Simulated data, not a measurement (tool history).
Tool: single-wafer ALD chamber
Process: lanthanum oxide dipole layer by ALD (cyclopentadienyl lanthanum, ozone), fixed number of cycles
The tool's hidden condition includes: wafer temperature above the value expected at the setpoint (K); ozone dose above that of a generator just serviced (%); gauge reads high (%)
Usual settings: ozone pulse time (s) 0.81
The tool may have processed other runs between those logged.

run    hour  ozone pulse time (s)  wafers since the last listed run  hours since the last thermocouple change  hours since the last ozone generator service  hours since the showerhead was replaced  hours since the gauge calibration  read-back reference wafer on the same gauge, thickness_nm  mean film thickness on the monitor wafer (nm)
  1       0                  0.81                                 0                                     799.2                                         291.8                                   7222.4                             1233.5                                                      0.405                                          0.489
  2    43.7                  0.81                               848                                     842.9                                         335.5                                   7266.1                             1277.2                                                      0.405                                          0.489
  3   111.4                  0.81                              1315                                     910.6                                         403.2                                   7333.8                             1344.9                                                      0.405                                          0.489
  4   198.2                  0.58                              1686                                     997.4                                           490                                   7420.6                             1431.7                                                      0.404                                          0.448
      231.1  -- ozone generator serviced
  5     271                  0.58                              1258                                    1070.2                                          39.9                                   7493.4                             1504.5                                                      0.404                                          0.452
  6   364.5                  0.58                              1816                                    1163.7                                         133.4                                   7586.9                               1598                                                      0.405                                          0.448
      452.9  -- showerhead replaced
      464.3  -- gauge calibrated
  7   464.4                  0.81                              1785                                    1263.6                                         233.3                                     11.5                                0.1                                                      0.405                                           0.49
  8   510.3                  1.01                               891                                    1309.5                                         279.2                                     57.4                                 46                                                      0.404                                          0.516
  9   565.4                  0.59                              1070                                    1364.6                                         334.3                                    112.5                              101.1                                                      0.404                                          0.453
 10   627.2                  0.59                              1200                                    1426.4                                         396.1                                    174.3                              162.9                                                      0.404                                           0.45
 11   668.5                  0.88                               802                                    1467.7                                         437.4                                    215.6                              204.2                                                      0.404                                          0.494
      740.9  -- thermocouple changed; heater temperature recalibrated
 12   774.9                  0.92                              1911                                        34                                         543.8                                      322                              310.6                                                      0.404                                          0.506
 13     825                  0.89                               973                                      84.1                                         593.9                                    372.1                              360.7                                                      0.404                                          0.499
      909.6  -- ozone generator serviced
 14   926.1                  0.94                              1808                                     185.2                                          16.5                                    473.2                              461.8                                                      0.403                                          0.507
 15  1031.8                  0.93                              2053                                     290.9                                         122.2                                    578.9                              567.5                                                      0.403                                          0.503
 16  1124.1                  1.03                              1793                                     383.2                                         214.5                                    671.2                              659.8                                                      0.404                                          0.518
 17  1168.8                  0.81                               868                                     427.9                                         259.2                                    715.9                              704.5                                                      0.404                                          0.491
 18  1260.8                  0.59                              1787                                     519.9                                         351.2                                    807.9                              796.5                                                      0.404                                          0.454
 19    1301                  0.71                               780                                     560.1                                         391.4                                    848.1                              836.7                                                      0.405                                          0.478
 20  1346.8                  0.81                               889                                     605.9                                         437.2                                    893.9                              882.5                                                      0.404                                          0.494
 21  1442.7                  0.81                              1863                                     701.8                                         533.1                                    989.8                              978.4                                                      0.404                                          0.489
 22    1491                  0.51                               938                                     750.1                                         581.4                                   1038.1                             1026.7                                                      0.403                                          0.438

Branching from run 22: 5 alternative next runs. What would each branch give?
  A  1491.4                   0.7                                 7                                     750.5                                         581.8                                   1038.5                             1027.1                                                          ?                                              ?
  B  1491.4                  0.64                                 7                                     750.5                                         581.8                                   1038.5                             1027.1                                                          ?                                              ?
  C  1491.4                  0.61                                 7                                     750.5                                         581.8                                   1038.5                             1027.1                                                          ?                                              ?
  D  1491.4                  1.08                                 7                                     750.5                                         581.8                                   1038.5                             1027.1                                                          ?                                              ?
  E  1491.4                  0.65                                 7                                     750.5                                         581.8                                   1038.5                             1027.1                                                          ?                                              ?

run  read-back reference wafer on the same gauge, thickness_nm  mean film thickness on the monitor wafer (nm)
  A                                                      0.403                                          0.473
  B                                                      0.403                                          0.462
  C                                                      0.403                                          0.456
  D                                                      0.403                                          0.524
  E                                                      0.403                                          0.464
Without the tool's unlogged condition, the same runs would have read:
run  mean film thickness on the monitor wafer (nm)
  A                                          0.473
  B                                          0.462
  C                                          0.456
  D                                          0.524
  E                                          0.464
